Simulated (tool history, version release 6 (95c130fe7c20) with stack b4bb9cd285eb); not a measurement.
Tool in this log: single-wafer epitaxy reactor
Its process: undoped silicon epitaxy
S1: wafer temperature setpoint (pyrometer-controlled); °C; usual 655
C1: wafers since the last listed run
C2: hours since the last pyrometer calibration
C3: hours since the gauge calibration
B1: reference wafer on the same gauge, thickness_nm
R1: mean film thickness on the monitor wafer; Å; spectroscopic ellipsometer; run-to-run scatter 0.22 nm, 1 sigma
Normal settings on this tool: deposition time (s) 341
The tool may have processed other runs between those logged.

run 1 hour=0.0 | S1=655 deposition_time_(s)=341 | C1=0 C2=309.6 C3=2767.0 | B1=73.747 | R1=682.27
run 2 hour=41.7 | S1=655 deposition_time_(s)=341 | C1=214 C2=351.3 C3=2808.7 | B1=73.684 | R1=683.05
run 3 hour=143.5 | S1=659 deposition_time_(s)=341 | C1=524 C2=453.1 C3=2910.5 | B1=73.734 | R1=740.07
run 4 hour=228.5 | S1=659 deposition_time_(s)=341 | C1=437 C2=538.1 C3=2995.5 | B1=73.666 | R1=739.01
run 5 hour=283.2 | S1=659 deposition_time_(s)=341 | C1=281 C2=592.8 C3=3050.2 | B1=73.633 | R1=735.94
run 6 hour=364.3 | S1=655 deposition_time_(s)=341 | C1=417 C2=673.9 C3=3131.3 | B1=73.739 | R1=681.64
run 7 hour=452.3 | S1=655 deposition_time_(s)=341 | C1=453 C2=761.9 C3=3219.3 | B1=73.743 | R1=683.13
run 8 hour=502.5 | S1=659 deposition_time_(s)=307 | C1=258 C2=812.1 C3=3269.5 | B1=73.685 | R1=661.59
run 9 hour=612.2 | S1=655 deposition_time_(s)=341 | C1=564 C2=921.8 C3=3379.2 | B1=73.697 | R1=677.30
run 10 hour=695.7 | S1=655 deposition_time_(s)=341 | C1=429 C2=1005.3 C3=3462.7 | B1=73.768 | R1=677.29
run 11 hour=744.9 | S1=655 deposition_time_(s)=341 | C1=253 C2=1054.5 C3=3511.9 | B1=73.683 | R1=679.42
run 12 hour=815.0 | S1=655 deposition_time_(s)=341 | C1=360 C2=1124.6 C3=3582.0 | B1=73.656 | R1=673.29
run 13 hour=920.7 | S1=655 deposition_time_(s)=341 | C1=544 C2=1230.3 C3=3687.7 | B1=73.718 | R1=674.94
run 14 hour=983.0 | S1=655 deposition_time_(s)=341 | C1=320 C2=1292.6 C3=3750.0 | B1=73.746 | R1=668.39
run 15 hour=1068.5 | S1=655 deposition_time_(s)=341 | C1=440 C2=1378.1 C3=3835.5 | B1=73.767 | R1=669.35
run 16 hour=1131.0 | S1=655 deposition_time_(s)=371 | C1=321 C2=1440.6 C3=3898.0 | B1=73.703 | R1=730.25
run 17 hour=1177.8 | S1=655 deposition_time_(s)=371 | C1=241 C2=1487.4 C3=3944.8 | B1=73.639 | R1=721.95
run 18 hour=1277.8 | S1=663 deposition_time_(s)=308 | C1=514 C2=1587.4 C3=4044.8 | B1=73.713 | R1=700.80
-- hour=1301.2 gauge calibrated
run 19 hour=1378.8 | S1=655 deposition_time_(s)=341 | C1=520 C2=1688.4 C3=77.6 | B1=73.704 | R1=663.68
-- hour=1503.9 pyrometer calibrated
run 20 hour=1543.5 | S1=655 deposition_time_(s)=341 | C1=806 C2=39.6 C3=242.3 | B1=73.688 | R1=681.59
run 21 hour=1637.9 | S1=655 deposition_time_(s)=341 | C1=486 C2=134.0 C3=336.7 | B1=73.760 | R1=679.81
run 22 hour=1703.1 | S1=655 deposition_time_(s)=341 | C1=335 C2=199.2 C3=401.9 | B1=73.621 | R1=683.41
run 23 hour=1757.4 | S1=655 deposition_time_(s)=341 | C1=279 C2=253.5 C3=456.2 | B1=73.756 | R1=680.47
run 24 hour=1812.9 | S1=655 deposition_time_(s)=317 | C1=285 C2=309.0 C3=511.7 | B1=73.743 | R1=633.02
run 25 hour=1912.2 | S1=648 deposition_time_(s)=375 | C1=511 C2=408.3 C3=611.0 | B1=73.737 | R1=655.22
run 26 hour=2003.3 | S1=664 deposition_time_(s)=402 | C1=469 C2=499.4 C3=702.1 | B1=73.706 | R1=946.85
run 27 hour=2068.7 | S1=649 deposition_time_(s)=341 | C1=336 C2=564.8 C3=767.5 | B1=73.671 | R1=605.61
run 28 hour=2124.9 | S1=655 deposition_time_(s)=341 | C1=289 C2=621.0 C3=823.7 | B1=73.759 | R1=678.30
run 29 hour=2214.1 | S1=651 deposition_time_(s)=286 | C1=459 C2=710.2 C3=912.9 | B1=73.735 | R1=527.40
run 30 hour=2302.2 | S1=664 deposition_time_(s)=389 | C1=453 C2=798.3 C3=1001.0 | B1=73.724 | R1=913.48
run 31 hour=2408.0 | S1=663 deposition_time_(s)=405 | C1=544 C2=904.1 C3=1106.8 | B1=73.717 | R1=932.97
run 32 hour=2478.9 | S1=655 deposition_time_(s)=341 | C1=365 C2=975.0 C3=1177.7 | B1=73.663 | R1=675.63
run 33 hour=2515.4 | S1=642 deposition_time_(s)=378 | C1=187 C2=1011.5 C3=1214.2 | B1=73.662 | R1=580.75
run 34 hour=2600.0 | S1=655 deposition_time_(s)=371 | C1=435 C2=1096.1 C3=1298.8 | B1=73.734 | R1=730.63
run 35 hour=2694.4 | S1=665 deposition_time_(s)=286 | C1=486 C2=1190.5 C3=1393.2 | B1=73.750 | R1=675.86
run 36 hour=2781.9 | S1=665 deposition_time_(s)=341 | C1=450 C2=1278.0 C3=1480.7 | B1=73.653 | R1=805.34
run 37 hour=2886.8 | S1=664 deposition_time_(s)=321 | C1=540 C2=1382.9 C3=1585.6 | B1=73.711 | R1=747.38
run 38 hour=2928.7 | S1=655 deposition_time_(s)=341 | C1=215 C2=1424.8 C3=1627.5 | B1=73.713 | R1=667.32
run 39 hour=3016.1 | S1=645 deposition_time_(s)=341 | C1=450 C2=1512.2 C3=1714.9 | B1=73.768 | R1=549.24
run 40 hour=3073.5 | S1=655 deposition_time_(s)=313 | C1=295 C2=1569.6 C3=1772.3 | B1=73.720 | R1=610.57
run 41 hour=3110.3 | S1=663 deposition_time_(s)=280 | C1=189 C2=1606.4 C3=1809.1 | B1=73.758 | R1=635.82
-- hour=3133.0 pyrometer calibrated
run 42 hour=3174.4 | S1=662 deposition_time_(s)=377 | C1=288 C2=41.4 C3=1873.2 | B1=73.693 | R1=856.53
run 43 hour=3336.7 | S1=668 deposition_time_(s)=279 | C1=835 C2=203.7 C3=2035.5 | B1=73.673 | R1=706.60
run 44 hour=3421.7 | S1=660 deposition_time_(s)=321 | C1=437 C2=288.7 C3=2120.5 | B1=73.673 | R1=704.88

State the hidden condition of the tool at each of the runs:
gauge reads high (%): 0 across all the runs
H1: wafer temperature above the value expected at the setpoint (K)
run=1 H1=0.16
run=2 H1=0.146
run=3 H1=0.103
run=4 H1=0.0592
run=5 H1=0.0269
run=6 H1=-0.0267
run=7 H1=-0.0926
run=8 H1=-0.134
run=9 H1=-0.233
run=10 H1=-0.317
run=11 H1=-0.37
run=12 H1=-0.449
run=13 H1=-0.579
run=14 H1=-0.661
run=15 H1=-0.78
run=16 H1=-0.872
run=17 H1=-0.944
run=18 H1=-1.1
run=19 H1=-1.28
run=20 H1=-0.017
run=21 H1=-0.0256
run=22 H1=-0.0369
run=23 H1=-0.0497
run=24 H1=-0.066
run=25 H1=-0.103
run=26 H1=-0.146
run=27 H1=-0.183
run=28 H1=-0.217
run=29 H1=-0.279
run=30 H1=-0.349
run=31 H1=-0.443
run=32 H1=-0.512
run=33 H1=-0.55
run=34 H1=-0.643
run=35 H1=-0.755
run=36 H1=-0.868
run=37 H1=-1.01
run=38 H1=-1.08
run=39 H1=-1.21
run=40 H1=-1.3
run=41 H1=-1.36
run=42 H1=-0.0101
run=43 H1=-0.0308
run=44 H1=-0.0526
